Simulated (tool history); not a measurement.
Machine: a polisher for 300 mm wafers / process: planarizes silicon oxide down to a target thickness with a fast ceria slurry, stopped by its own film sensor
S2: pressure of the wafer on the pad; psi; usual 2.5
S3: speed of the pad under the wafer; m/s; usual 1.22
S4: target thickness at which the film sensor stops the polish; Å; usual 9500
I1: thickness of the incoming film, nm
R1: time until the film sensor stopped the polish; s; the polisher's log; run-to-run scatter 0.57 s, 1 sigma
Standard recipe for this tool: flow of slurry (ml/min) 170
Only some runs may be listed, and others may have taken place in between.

{"run": 1, "hour": 0.0, "flow of slurry (ml/min)": 170, "S2": 2.5, "S3": 1.22, "S4": 9500, "I1": 1878.6, "R1": 59.1}
{"run": 2, "hour": 6.6, "flow of slurry (ml/min)": 170, "S2": 2.5, "S3": 1.22, "S4": 9500, "I1": 1865.9, "R1": 59.3}
{"run": 3, "hour": 17.4, "flow of slurry (ml/min)": 170, "S2": 2.5, "S3": 1.22, "S4": 9500, "I1": 1854.7, "R1": 58.1}
{"run": 4, "hour": 32.2, "flow of slurry (ml/min)": 170, "S2": 2.5, "S3": 1.22, "S4": 9500, "I1": 1886.7, "R1": 60.0}
{"run": 5, "hour": 49.9, "flow of slurry (ml/min)": 170, "S2": 2.5, "S3": 1.22, "S4": 10670, "I1": 1869.6, "R1": 52.0}
{"run": 6, "hour": 64.7, "flow of slurry (ml/min)": 170, "S2": 2.5, "S3": 1.22, "S4": 9500, "I1": 1866.3, "R1": 60.4}
{"run": 7, "hour": 79.8, "flow of slurry (ml/min)": 170, "S2": 2.5, "S3": 1.22, "S4": 9500, "I1": 1853.4, "R1": 58.8}
{"run": 8, "hour": 90.1, "flow of slurry (ml/min)": 170, "S2": 2.5, "S3": 1.22, "S4": 9500, "I1": 1854.9, "R1": 60.1}
{"run": 9, "hour": 97.9, "flow of slurry (ml/min)": 170, "S2": 2.5, "S3": 1.22, "S4": 9500, "I1": 1873.7, "R1": 60.6}
{"hour": 111.0, "done": "worn pad replaced by a new one"}
{"run": 10, "hour": 111.5, "flow of slurry (ml/min)": 170, "S2": 2.5, "S3": 1.22, "S4": 9500, "I1": 1868.0, "R1": 61.3}
{"run": 11, "hour": 124.2, "flow of slurry (ml/min)": 170, "S2": 3.2, "S3": 1.22, "S4": 11470, "I1": 1864.0, "R1": 37.7}
{"hour": 152.9, "done": "head pressure recalibrated"}
{"run": 12, "hour": 176.6, "flow of slurry (ml/min)": 230, "S2": 2.5, "S3": 0.92, "S4": 9500, "I1": 1846.8, "R1": 67.6}
{"run": 13, "hour": 189.2, "flow of slurry (ml/min)": 170, "S2": 2.5, "S3": 1.22, "S4": 9500, "I1": 1855.8, "R1": 62.3}
{"hour": 197.4, "done": "slurry nozzle cleaned"}
{"run": 14, "hour": 197.9, "flow of slurry (ml/min)": 145, "S2": 2.5, "S3": 1.22, "S4": 9500, "I1": 1878.0, "R1": 58.1}
{"hour": 213.2, "done": "worn pad replaced by a new one"}
{"run": 15, "hour": 213.7, "flow of slurry (ml/min)": 170, "S2": 3.0, "S3": 0.94, "S4": 7220, "I1": 1878.9, "R1": 68.2}
{"run": 16, "hour": 236.0, "flow of slurry (ml/min)": 135, "S2": 2.5, "S3": 1.22, "S4": 9500, "I1": 1869.9, "R1": 58.6}
{"run": 17, "hour": 243.5, "flow of slurry (ml/min)": 125, "S2": 2.5, "S3": 1.22, "S4": 8250, "I1": 1880.2, "R1": 69.6}
{"run": 18, "hour": 257.7, "flow of slurry (ml/min)": 170, "S2": 2.5, "S3": 1.22, "S4": 8530, "I1": 1902.8, "R1": 65.2}
{"run": 19, "hour": 268.8, "flow of slurry (ml/min)": 190, "S2": 2.1, "S3": 1.02, "S4": 11870, "I1": 1893.6, "R1": 56.4}
{"run": 20, "hour": 281.3, "flow of slurry (ml/min)": 225, "S2": 2.5, "S3": 1.22, "S4": 11170, "I1": 1848.2, "R1": 43.4}
{"run": 21, "hour": 294.6, "flow of slurry (ml/min)": 170, "S2": 2.2, "S3": 1.04, "S4": 9500, "I1": 1856.0, "R1": 69.6}
{"run": 22, "hour": 301.5, "flow of slurry (ml/min)": 170, "S2": 2.5, "S3": 1.22, "S4": 9500, "I1": 1871.1, "R1": 57.2}
{"hour": 310.2, "done": "worn pad replaced by a new one"}
{"run": 23, "hour": 310.6, "flow of slurry (ml/min)": 155, "S2": 2.5, "S3": 1.22, "S4": 9500, "I1": 1855.4, "R1": 57.6}

Alternative continuations, all from the tool just after run 23; predict every row:
{"run": "A", "hour": 311.0, "flow of slurry (ml/min)": 170, "S2": 2.5, "S3": 1.42, "S4": 9500, "I1": 1873.2, "R1": "?"}
{"run": "B", "hour": 311.0, "flow of slurry (ml/min)": 185, "S2": 2.5, "S3": 1.22, "S4": 9500, "I1": 1873.2, "R1": "?"}
{"run": "C", "hour": 311.0, "flow of slurry (ml/min)": 195, "S2": 2.9, "S3": 1.22, "S4": 9500, "I1": 1873.2, "R1": "?"}
{"run": "D", "hour": 311.0, "flow of slurry (ml/min)": 170, "S2": 1.9, "S3": 1.22, "S4": 9500, "I1": 1873.2, "R1": "?"}
{"run": "E", "hour": 311.0, "flow of slurry (ml/min)": 205, "S2": 2.5, "S3": 1.64, "S4": 9500, "I1": 1873.2, "R1": "?"}

run=A R1=52.6
run=B R1=56.9
run=C R1=48.6
run=D R1=76.1
run=E R1=46.2
The same runs, with their run-to-run variation unchanged, on a tool lacking any hidden condition would have given:
run=A R1=51.0
run=B R1=55.4
run=C R1=47.4
run=D R1=73.9
run=E R1=45.1
